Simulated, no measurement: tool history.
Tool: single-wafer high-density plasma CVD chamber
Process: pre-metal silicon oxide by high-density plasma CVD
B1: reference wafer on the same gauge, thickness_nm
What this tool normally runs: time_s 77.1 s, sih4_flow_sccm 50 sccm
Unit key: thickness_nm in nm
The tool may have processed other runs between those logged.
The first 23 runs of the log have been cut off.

{"run": 24, "day": 9.983, "time_s": 77.1, "sih4_flow_sccm": 50, "B1": 444.117, "thickness_nm": 380.032}
{"run": 25, "day": 10.683, "time_s": 87.2, "sih4_flow_sccm": 43, "B1": 444.056, "thickness_nm": 375.079}
{"run": 26, "day": 10.992, "time_s": 61.8, "sih4_flow_sccm": 57, "B1": 443.948, "thickness_nm": 343.824}
{"run": 27, "day": 11.421, "time_s": 64.2, "sih4_flow_sccm": 45, "B1": 444.032, "thickness_nm": 288.273}
{"run": 28, "day": 12.129, "time_s": 81.7, "sih4_flow_sccm": 44, "B1": 443.739, "thickness_nm": 360}
{"run": 29, "day": 12.412, "time_s": 77.1, "sih4_flow_sccm": 42, "B1": 443.969, "thickness_nm": 325.975}
{"day": 12.692, "done": "gauge calibrated"}
{"run": 30, "day": 12.7, "time_s": 77.1, "sih4_flow_sccm": 50, "B1": 443.953, "thickness_nm": 379.662}
{"run": 31, "day": 13.067, "time_s": 77.1, "sih4_flow_sccm": 50, "B1": 443.74, "thickness_nm": 382.288}
{"run": 32, "day": 13.433, "time_s": 71, "sih4_flow_sccm": 58, "B1": 443.902, "thickness_nm": 402.113}
{"run": 33, "day": 13.833, "time_s": 86.1, "sih4_flow_sccm": 50, "B1": 443.987, "thickness_nm": 426.228}
{"run": 34, "day": 14.262, "time_s": 90.8, "sih4_flow_sccm": 50, "B1": 443.902, "thickness_nm": 448.296}
{"run": 35, "day": 14.792, "time_s": 91.2, "sih4_flow_sccm": 57, "B1": 443.852, "thickness_nm": 507.978}
{"run": 36, "day": 15.054, "time_s": 83.3, "sih4_flow_sccm": 50, "B1": 444.045, "thickness_nm": 414.165}

Each row is a separate what-if for the run after 36, all from the same tool condition, not one after another. Results?
{"run": "A", "day": 15.071, "time_s": 77.1, "sih4_flow_sccm": 50, "B1": "?", "thickness_nm": "?"}
{"run": "B", "day": 15.071, "time_s": 85.4, "sih4_flow_sccm": 57, "B1": "?", "thickness_nm": "?"}
{"run": "C", "day": 15.071, "time_s": 92, "sih4_flow_sccm": 50, "B1": "?", "thickness_nm": "?"}
{"run": "D", "day": 15.071, "time_s": 82.6, "sih4_flow_sccm": 43, "B1": "?", "thickness_nm": "?"}
{"run": "E", "day": 15.071, "time_s": 71.9, "sih4_flow_sccm": 46, "B1": "?", "thickness_nm": "?"}

run=A B1=443.758 thickness_nm=380.598
run=B B1=443.758 thickness_nm=474.443
run=C B1=443.758 thickness_nm=454.151
run=D B1=443.758 thickness_nm=356.61
run=E B1=443.758 thickness_nm=329.492
Had the tool no hidden state, the same runs would have come out as:
run=A thickness_nm=374.199
run=B thickness_nm=466.466
run=C thickness_nm=446.516
run=D thickness_nm=350.615
run=E thickness_nm=323.953

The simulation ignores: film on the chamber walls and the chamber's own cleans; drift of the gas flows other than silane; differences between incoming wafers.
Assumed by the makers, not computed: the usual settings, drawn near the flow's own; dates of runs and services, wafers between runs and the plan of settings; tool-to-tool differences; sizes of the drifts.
